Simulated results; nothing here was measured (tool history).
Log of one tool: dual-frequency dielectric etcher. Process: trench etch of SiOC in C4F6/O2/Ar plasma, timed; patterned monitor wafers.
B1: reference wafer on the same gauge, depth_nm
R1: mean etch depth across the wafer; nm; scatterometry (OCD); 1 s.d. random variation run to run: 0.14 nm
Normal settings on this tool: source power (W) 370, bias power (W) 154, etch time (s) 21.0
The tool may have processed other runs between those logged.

run 1 hour=0.0 | source_power_(W)=410 bias_power_(W)=129 etch_time_(s)=21.0 | B1=46.10 | R1=43.59
run 2 hour=23.8 | source_power_(W)=410 bias_power_(W)=129 etch_time_(s)=21.0 | B1=46.06 | R1=43.49
run 3 hour=37.2 | source_power_(W)=410 bias_power_(W)=129 etch_time_(s)=21.0 | B1=46.06 | R1=43.41
run 4 hour=61.5 | source_power_(W)=400 bias_power_(W)=154 etch_time_(s)=21.0 | B1=46.04 | R1=44.72
run 5 hour=92.1 | source_power_(W)=400 bias_power_(W)=154 etch_time_(s)=21.0 | B1=46.11 | R1=44.59
run 6 hour=108.4 | source_power_(W)=370 bias_power_(W)=154 etch_time_(s)=21.0 | B1=46.07 | R1=43.87
run 7 hour=132.2 | source_power_(W)=370 bias_power_(W)=154 etch_time_(s)=21.0 | B1=46.09 | R1=43.77
run 8 hour=153.1 | source_power_(W)=370 bias_power_(W)=170 etch_time_(s)=21.0 | B1=46.08 | R1=44.83
run 9 hour=176.2 | source_power_(W)=430 bias_power_(W)=154 etch_time_(s)=21.0 | B1=46.06 | R1=45.12
-- hour=189.5 gauge calibrated
run 10 hour=189.9 | source_power_(W)=430 bias_power_(W)=154 etch_time_(s)=21.0 | B1=46.12 | R1=45.23
-- hour=200.4 bias power generator calibrated
run 11 hour=206.3 | source_power_(W)=430 bias_power_(W)=154 etch_time_(s)=21.0 | B1=46.09 | R1=45.21
-- hour=231.5 upper electrode replaced
run 12 hour=232.0 | source_power_(W)=370 bias_power_(W)=137 etch_time_(s)=21.0 | B1=46.07 | R1=42.75
run 13 hour=252.3 | source_power_(W)=370 bias_power_(W)=137 etch_time_(s)=21.0 | B1=46.11 | R1=42.68
run 14 hour=281.2 | source_power_(W)=340 bias_power_(W)=140 etch_time_(s)=21.0 | B1=46.10 | R1=42.09
run 15 hour=296.6 | source_power_(W)=370 bias_power_(W)=154 etch_time_(s)=21.0 | B1=46.12 | R1=43.60
run 16 hour=310.3 | source_power_(W)=450 bias_power_(W)=166 etch_time_(s)=22.5 | B1=46.05 | R1=49.46
-- hour=342.1 source power generator calibrated
run 17 hour=342.6 | source_power_(W)=370 bias_power_(W)=154 etch_time_(s)=21.0 | B1=46.10 | R1=43.61
run 18 hour=351.3 | source_power_(W)=370 bias_power_(W)=154 etch_time_(s)=21.0 | B1=46.14 | R1=43.14
run 19 hour=367.4 | source_power_(W)=340 bias_power_(W)=129 etch_time_(s)=24.5 | B1=46.11 | R1=47.63
run 20 hour=392.1 | source_power_(W)=430 bias_power_(W)=154 etch_time_(s)=17.5 | B1=46.13 | R1=37.14
run 21 hour=409.8 | source_power_(W)=330 bias_power_(W)=154 etch_time_(s)=15.0 | B1=46.09 | R1=30.16
-- hour=455.9 wet clean of the chamber
run 22 hour=456.4 | source_power_(W)=370 bias_power_(W)=127 etch_time_(s)=25.5 | B1=46.14 | R1=52.53
run 23 hour=461.5 | source_power_(W)=370 bias_power_(W)=141 etch_time_(s)=21.0 | B1=46.09 | R1=43.85
run 24 hour=492.3 | source_power_(W)=300 bias_power_(W)=154 etch_time_(s)=21.0 | B1=46.05 | R1=43.16
run 25 hour=525.3 | source_power_(W)=340 bias_power_(W)=122 etch_time_(s)=21.0 | B1=46.05 | R1=41.88
run 26 hour=554.9 | source_power_(W)=370 bias_power_(W)=154 etch_time_(s)=21.0 | B1=46.08 | R1=44.76
run 27 hour=577.6 | source_power_(W)=440 bias_power_(W)=173 etch_time_(s)=21.0 | B1=46.14 | R1=47.59

Each row is a separate what-if for the run after 27, all from the same tool condition, not one after another. Results?
run A hour=578.0 | source_power_(W)=450 bias_power_(W)=154 etch_time_(s)=21.0 | B1=? | R1=?
run B hour=578.0 | source_power_(W)=410 bias_power_(W)=154 etch_time_(s)=21.0 | B1=? | R1=?
run C hour=578.0 | source_power_(W)=430 bias_power_(W)=125 etch_time_(s)=15.5 | B1=? | R1=?

run=A B1=46.13 R1=46.54
run=B B1=46.13 R1=45.59
run=C B1=46.13 R1=32.62
The same runs, with their run-to-run variation unchanged, on a tool lacking any hidden condition would have given:
run=A R1=46.68
run=B R1=45.73
run=C R1=32.72
